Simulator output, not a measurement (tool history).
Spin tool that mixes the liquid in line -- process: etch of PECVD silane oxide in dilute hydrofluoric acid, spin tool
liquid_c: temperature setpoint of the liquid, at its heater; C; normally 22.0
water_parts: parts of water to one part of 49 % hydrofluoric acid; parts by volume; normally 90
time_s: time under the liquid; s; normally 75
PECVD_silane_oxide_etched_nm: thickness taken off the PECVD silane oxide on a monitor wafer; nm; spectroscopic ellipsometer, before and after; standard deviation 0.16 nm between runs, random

run	day	liquid_c	water_parts	time_s	wafers since the last listed run	hours since the thermometer was replaced	hours since the hydrofluoric acid flow meter was replaced	hours since the gauge calibration	read-back film thickness of the PECVD silane oxide reference wafer, read on the same gauge (nm)	PECVD_silane_oxide_etched_nm
1	0.000	22.0	90	75	0	1920.2	2163.6	222.9	110.02	22.13
2	1.288	22.0	90	75	499	1951.1	2194.5	253.8	110.01	22.21
3	2.521	22.0	90	75	478	1980.7	2224.1	283.4	109.99	22.29
4	3.858	22.0	90	75	518	2012.8	2256.2	315.5	110.00	22.33
5	5.483	20.5	90	105	630	2051.8	2295.2	354.5	109.98	29.92
6	6.867	20.5	90	105	536	2085.0	2328.4	387.7	110.00	29.40
7	8.583	22.0	90	85	665	2126.2	2369.6	428.9	109.99	25.81
8	11.350	22.0	90	85	1073	2192.6	2436.0	495.3	109.98	25.70
9	14.183	18.5	90	75	1099	2260.6	2504.0	563.3	110.02	19.69
# day 14.738: hydrofluoric acid flow meter replaced
10	16.108	19.5	70	40	730	2306.8	32.9	609.5	110.01	12.59
11	17.958	24.0	130	75	717	2351.2	77.3	653.9	110.00	14.04
# day 19.475: thermometer replaced
# day 24.317: gauge calibrated
12	26.783	22.0	90	75	3407	175.4	289.1	59.2	110.00	19.88
13	28.058	24.0	90	75	494	206.0	319.7	89.8	110.02	21.71
14	30.117	18.0	90	90	798	255.4	369.1	139.2	110.00	20.76

The next listed run, before its measurement:
15	32.204	25.5	45	75	809	305.5	419.2	189.3	?	?

read-back film thickness of the PECVD silane oxide reference wafer, read on the same gauge (nm): 109.98
PECVD_silane_oxide_etched_nm: 49.27 nm
With the hidden condition absent and the run-to-run variation left alone, this run would have shown PECVD_silane_oxide_etched_nm 48.12 nm.
